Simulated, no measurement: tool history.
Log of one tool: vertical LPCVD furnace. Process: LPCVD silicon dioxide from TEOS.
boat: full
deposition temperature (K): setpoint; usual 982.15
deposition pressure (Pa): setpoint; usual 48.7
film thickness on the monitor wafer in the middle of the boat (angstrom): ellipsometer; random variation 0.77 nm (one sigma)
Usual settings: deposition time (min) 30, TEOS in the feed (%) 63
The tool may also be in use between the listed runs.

| run | hour | deposition temperature (K) | deposition pressure (Pa) | deposition time (min) | TEOS in the feed (%) | wafers since the last listed run | hours since the last temperature calibration | hours since the pressure gauge was zeroed | hours since the TEOS flow controller was replaced | hours since the gauge calibration | read-back reference wafer on the same gauge, thickness | film thickness on the monitor wafer in the middle of the boat (angstrom) |
|---|---|---|---|---|---|---|---|---|---|---|---|---|
| 1 | 0 | 982.15 | 48.7 | 30 | 63 | 0 | 1594.2 | 1944.4 | 5111.4 | 153.8 | 222.89 | 2848.7 |
| 2 | 13.8 | 982.15 | 48.7 | 30 | 63 | 160 | 1608 | 1958.2 | 5125.2 | 167.6 | 222.97 | 2851.6 |
| 3 | 24.5 | 982.15 | 48.7 | 30 | 63 | 124 | 1618.7 | 1968.9 | 5135.9 | 178.3 | 223.27 | 2848.8 |
| 4 | 40.9 | 982.15 | 48.7 | 30 | 63 | 190 | 1635.1 | 1985.3 | 5152.3 | 194.7 | 223.19 | 2851.6 |
| 5 | 50 | 982.15 | 48.7 | 30 | 63 | 105 | 1644.2 | 1994.4 | 5161.4 | 203.8 | 223.12 | 2841.4 |
| 6 | 61.8 | 982.15 | 48.7 | 30 | 63 | 136 | 1656 | 2006.2 | 5173.2 | 215.6 | 222.65 | 2843.3 |
| 7 | 72.6 | 982.15 | 48.7 | 30 | 63 | 125 | 1666.8 | 2017 | 5184 | 226.4 | 223.01 | 2854.7 |
| 8 | 106.4 | 982.15 | 48.7 | 30 | 63 | 392 | 1700.6 | 2050.8 | 5217.8 | 260.2 | 222.75 | 2859.1 |
| 9 | 118.1 | 982.15 | 57.3 | 33.5 | 63 | 135 | 1712.3 | 2062.5 | 5229.5 | 271.9 | 223.09 | 3463.6 |
| 10 | 127.1 | 982.15 | 48.7 | 30 | 63 | 104 | 1721.3 | 2071.5 | 5238.5 | 280.9 | 222.64 | 2867.8 |
| 11 | 144.5 | 982.15 | 48.7 | 30 | 63 | 201 | 1738.7 | 2088.9 | 5255.9 | 298.3 | 223.08 | 2853.7 |
| 12 | 160.2 | 982.15 | 48.7 | 30 | 63 | 182 | 1754.4 | 2104.6 | 5271.6 | 314 | 223.01 | 2880.7 |
| 13 | 172.9 | 982.15 | 48.7 | 33.5 | 59 | 147 | 1767.1 | 2117.3 | 5284.3 | 326.7 | 222.98 | 3105.9 |
| 14 | 190 | 976.15 | 52.7 | 40.5 | 53 | 198 | 1784.2 | 2134.4 | 5301.4 | 343.8 | 223 | 3217.3 |
|  | 221.9 | thermocouples replaced and temperature profile calibrated |
|  | 231.7 | TEOS flow controller replaced |
|  | 236.1 | gauge calibrated |
|  | 239.9 | pressure gauge zeroed |
| 15 | 240.4 | 982.15 | 48.7 | 30 | 63 | 97 | 18.5 | 0.5 | 8.7 | 4.3 | 222.83 | 2639.2 |
| 16 | 244.6 | 982.15 | 37.3 | 30 | 63 | 48 | 22.7 | 4.7 | 12.9 | 8.5 | 223.08 | 2319.6 |
| 17 | 248.7 | 982.15 | 48.7 | 30 | 63 | 47 | 26.8 | 8.8 | 17 | 12.6 | 223.22 | 2657.4 |
| 18 | 252.8 | 975.15 | 48.7 | 26 | 63 | 47 | 30.9 | 12.9 | 21.1 | 16.7 | 223.07 | 1947.3 |
| 19 | 257 | 976.15 | 44 | 22 | 72 | 48 | 35.1 | 17.1 | 25.3 | 20.9 | 222.94 | 1718.8 |
| 20 | 261.1 | 993.15 | 48.7 | 30 | 63 | 47 | 39.2 | 21.2 | 29.4 | 25 | 222.85 | 3376.8 |
| 21 | 273.8 | 982.15 | 48.7 | 34.5 | 63 | 147 | 51.9 | 33.9 | 42.1 | 37.7 | 223.37 | 3042.7 |
| 22 | 286.5 | 977.15 | 48.7 | 30 | 54 | 147 | 64.6 | 46.6 | 54.8 | 50.4 | 222.94 | 2182.3 |
| 23 | 300.2 | 970.15 | 40.7 | 30 | 63 | 158 | 78.3 | 60.3 | 68.5 | 64.1 | 222.73 | 1836.4 |
| 24 | 307.8 | 982.15 | 48.7 | 25.5 | 69 | 88 | 85.9 | 67.9 | 76.1 | 71.7 | 223.03 | 2363 |
| 25 | 314.5 | 982.15 | 48.7 | 30 | 63 | 77 | 92.6 | 74.6 | 82.8 | 78.4 | 222.81 | 2653.5 |
| 26 | 323.8 | 975.15 | 42.7 | 21 | 72 | 107 | 101.9 | 83.9 | 92.1 | 87.7 | 223.1 | 1584.2 |

Forecast each of these 3 alternatives for the next run:
| A | 328 | 982.15 | 36.7 | 30 | 63 | 48 | 106.1 | 88.1 | 96.3 | 91.9 | ? | ? |
| B | 328 | 975.15 | 39.3 | 30 | 59 | 48 | 106.1 | 88.1 | 96.3 | 91.9 | ? | ? |
| C | 328 | 990.15 | 48.7 | 18.5 | 51 | 48 | 106.1 | 88.1 | 96.3 | 91.9 | ? | ? |

| run | read-back reference wafer on the same gauge, thickness | film thickness on the monitor wafer in the middle of the boat (angstrom) |
|---|---|---|
| A | 222.76 | 2300.2 |
| B | 222.76 | 1962.9 |
| C | 222.76 | 1762.1 |
Without the tool's hidden state the same runs would have given:
| run | film thickness on the monitor wafer in the middle of the boat (angstrom) |
|---|---|
| A | 2283 |
| B | 1948.1 |
| C | 1749.1 |

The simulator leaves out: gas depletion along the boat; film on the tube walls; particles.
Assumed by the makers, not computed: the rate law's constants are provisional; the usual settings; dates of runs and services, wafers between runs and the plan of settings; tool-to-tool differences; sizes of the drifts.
